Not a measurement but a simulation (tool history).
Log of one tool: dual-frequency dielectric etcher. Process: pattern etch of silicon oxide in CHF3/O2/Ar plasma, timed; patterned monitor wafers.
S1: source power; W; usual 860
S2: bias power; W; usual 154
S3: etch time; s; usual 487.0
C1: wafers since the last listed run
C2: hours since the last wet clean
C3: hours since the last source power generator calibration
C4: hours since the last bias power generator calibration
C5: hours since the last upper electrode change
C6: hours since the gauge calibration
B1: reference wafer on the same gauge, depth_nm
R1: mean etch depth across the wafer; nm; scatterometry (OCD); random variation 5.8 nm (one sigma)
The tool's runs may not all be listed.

run	hour	S1	S2	S3	C1	C2	C3	C4	C5	C6	B1	R1
1	0.0	860	154	487.0	0	48.5	3204.6	2665.0	58.3	111.1	896.2	977.1
2	38.8	860	154	487.0	130	87.3	3243.4	2703.8	97.1	149.9	896.1	980.5
3	65.9	860	154	487.0	91	114.4	3270.5	2730.9	124.2	177.0	894.7	975.1
4	129.5	860	154	487.0	214	178.0	3334.1	2794.5	187.8	240.6	895.6	981.4
5	161.5	860	154	487.0	107	210.0	3366.1	2826.5	219.8	272.6	893.6	993.3
6	225.7	860	154	487.0	216	274.2	3430.3	2890.7	284.0	336.8	894.1	1000.9
7	291.8	860	154	487.0	222	340.3	3496.4	2956.8	350.1	402.9	896.8	996.1
8	351.2	860	154	487.0	200	399.7	3555.8	3016.2	409.5	462.3	896.0	1019.8
# hour 390.9: wet clean of the chamber
9	422.8	940	179	623.0	160	31.9	3627.4	3087.8	481.1	533.9	894.9	1390.0
10	450.5	860	154	487.0	93	59.6	3655.1	3115.5	508.8	561.6	895.4	967.0
11	506.7	950	128	534.5	189	115.8	3711.3	3171.7	565.0	617.8	894.7	1073.6
12	577.2	1040	154	565.0	237	186.3	3781.8	3242.2	635.5	688.3	895.4	1280.9
13	602.9	860	154	487.0	86	212.0	3807.5	3267.9	661.2	714.0	895.7	989.1
14	654.1	960	133	487.0	172	263.2	3858.7	3319.1	712.4	765.2	895.4	1009.5
# hour 660.0: source power generator calibrated
15	710.7	700	172	362.5	177	319.8	50.7	3375.7	769.0	821.8	895.0	683.3
16	781.2	860	154	487.0	237	390.3	121.2	3446.2	839.5	892.3	897.0	1008.4
# hour 827.2: wet clean of the chamber
17	966.3	1020	154	592.5	542	139.1	306.3	3631.3	1024.6	1077.4	895.4	1295.2
# hour 979.7: bias power generator calibrated
18	1002.4	1020	178	371.5	108	175.2	342.4	22.7	1060.7	1113.5	896.0	873.1
19	1027.8	1080	177	487.0	85	200.6	367.8	48.1	1086.1	1138.9	894.9	1178.4
20	1072.7	860	186	487.0	151	245.5	412.7	93.0	1131.0	1183.8	893.4	1055.0
21	1133.9	860	154	487.0	206	306.7	473.9	154.2	1192.2	1245.0	895.1	992.2
22	1180.0	860	154	487.0	155	352.8	520.0	200.3	1238.3	1291.1	894.8	994.0
23	1210.1	920	187	598.5	101	382.9	550.1	230.4	1268.4	1321.2	895.9	1369.9
24	1275.6	700	136	397.5	220	448.4	615.6	295.9	1333.9	1386.7	895.8	687.9
25	1310.9	700	154	487.0	118	483.7	650.9	331.2	1369.2	1422.0	894.3	892.8
26	1362.3	860	183	556.0	173	535.1	702.3	382.6	1420.6	1473.4	894.4	1228.4
# hour 1391.7: wet clean of the chamber
27	1392.5	660	181	359.5	20	0.8	732.5	412.8	1450.8	1503.6	894.5	641.3
28	1431.7	860	154	487.0	132	40.0	771.7	452.0	1490.0	1542.8	894.2	971.0
29	1498.8	1010	182	547.5	225	107.1	838.8	519.1	1557.1	1609.9	896.2	1284.3
30	1568.9	860	154	487.0	236	177.2	908.9	589.2	1627.2	1680.0	896.2	988.2

Forecast each of these 3 alternatives for the next run:
A	1569.5	860	154	487.0	2	177.8	909.5	589.8	1627.8	1680.6	?	?
B	1569.5	970	122	567.5	2	177.8	909.5	589.8	1627.8	1680.6	?	?
C	1569.5	860	168	487.0	2	177.8	909.5	589.8	1627.8	1680.6	?	?

run	B1	R1
A	896.1	979.2
B	896.1	1130.6
C	896.1	1010.3
Without the tool's hidden state the same runs would have given:
run	R1
A	967.3
B	1116.8
C	998.0
